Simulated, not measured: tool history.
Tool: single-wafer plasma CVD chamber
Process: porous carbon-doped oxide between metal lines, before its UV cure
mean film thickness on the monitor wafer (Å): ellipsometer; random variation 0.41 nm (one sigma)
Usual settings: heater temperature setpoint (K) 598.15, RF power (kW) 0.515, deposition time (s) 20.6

run,hour,heater temperature setpoint (K),RF power (kW),deposition time (s),"read-back reference wafer on the same gauge, thickness_nm",mean film thickness on the monitor wafer (Å)
1,0,598.15,0.515,18.1,94.024,888.25
2,54.9,598.15,0.515,18.1,93.999,888.39
3,107.5,598.15,0.515,20.6,93.9,1011.63
4,136.3,598.15,0.515,20.6,94.004,1011.8
5,198.6,598.15,0.515,20.6,94.119,1006.28
6,233.8,598.15,0.515,20.6,93.904,1009.08
7,263.3,598.15,0.515,20.6,94.13,1004.77
8,314.6,598.15,0.515,20.6,93.946,1005.99
# hour 345.5: gauge calibrated
9,353.5,598.15,0.515,20.6,93.953,1013.66
# hour 379.3: showerhead replaced
10,423.3,598.15,0.515,17.7,94.119,868.12
11,471.8,598.15,0.515,20.6,93.898,1011.64
12,517.8,598.15,0.465,20.6,94.021,931.76
# hour 529.9: thermocouple changed; heater temperature recalibrated
13,600.6,598.15,0.555,20.6,94.037,1057.96
14,646.8,598.15,0.515,18.1,93.967,891.9
# hour 685.9: RF generator calibrated
15,700.1,598.15,0.445,22.9,94.078,1025.9
16,727.8,598.15,0.48,18.4,94.1,880.95
17,756.8,592.15,0.515,20.6,94.043,1066.32
18,820.5,598.15,0.515,20.6,93.919,1027.39
19,883.6,603.15,0.585,18.9,93.825,1016.2
20,946.6,604.15,0.515,23.7,94.01,1143.76
21,975.2,584.15,0.515,20.6,93.981,1094.26
22,1028,598.15,0.515,20.6,93.944,1027.23
23,1067,583.15,0.485,24.6,94.023,1252.15
24,1133.4,598.15,0.455,20.6,93.977,933.53
25,1203.1,598.15,0.585,20.6,93.935,1110.83
26,1252.7,585.15,0.515,21.9,93.965,1143.83

The next listed run, before its measurement:
27,1318.3,598.15,0.515,20.6,?,?

{"run 27": {"read-back reference wafer on the same gauge, thickness_nm": 93.958, "mean film thickness on the monitor wafer (Å)": 1022.51}}
Without the tool's hidden state the same run would have given mean film thickness on the monitor wafer (Å) 1040.2.
